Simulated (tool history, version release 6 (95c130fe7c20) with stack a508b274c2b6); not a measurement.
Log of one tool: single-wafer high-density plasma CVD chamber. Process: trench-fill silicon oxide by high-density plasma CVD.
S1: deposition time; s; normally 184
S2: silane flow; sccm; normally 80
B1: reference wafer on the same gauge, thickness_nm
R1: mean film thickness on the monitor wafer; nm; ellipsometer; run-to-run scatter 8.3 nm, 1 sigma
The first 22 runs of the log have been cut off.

run	hour	S1	S2	B1	R1
23	1216.9	204	96	1390.239	2003.905
24	1264.7	173	80	1391.898	1434.750
25	1318.5	209	87	1391.178	1885.370
26	1344.4	184	71	1390.777	1381.610
27	1397.3	214	94	1390.665	2063.058
28	1459.7	164	92	1389.239	1548.007
29	1632.6	184	80	1389.895	1534.791
30	1688.8	199	91	1391.249	1851.622
31	1756.4	207	88	1390.119	1870.877
32	1794.1	217	85	1390.456	1895.268
33	1927.9	197	69	1389.729	1450.077

Consider 5 possible next runs. They are alternatives, not a sequence: every one starts from the tool as it was left by run 33. What does each give?
A	1928.4	150	80	?	?
B	1928.4	164	91	?	?
C	1928.4	159	65	?	?
D	1928.4	173	90	?	?
E	1928.4	159	89	?	?

run	B1	R1
A	1388.102	1239.657
B	1388.102	1522.193
C	1388.102	1093.470
D	1388.102	1589.729
E	1388.102	1446.376
Without the tool's unlogged condition, the same runs would have read:
run	R1
A	1239.657
B	1522.193
C	1093.470
D	1589.729
E	1446.376
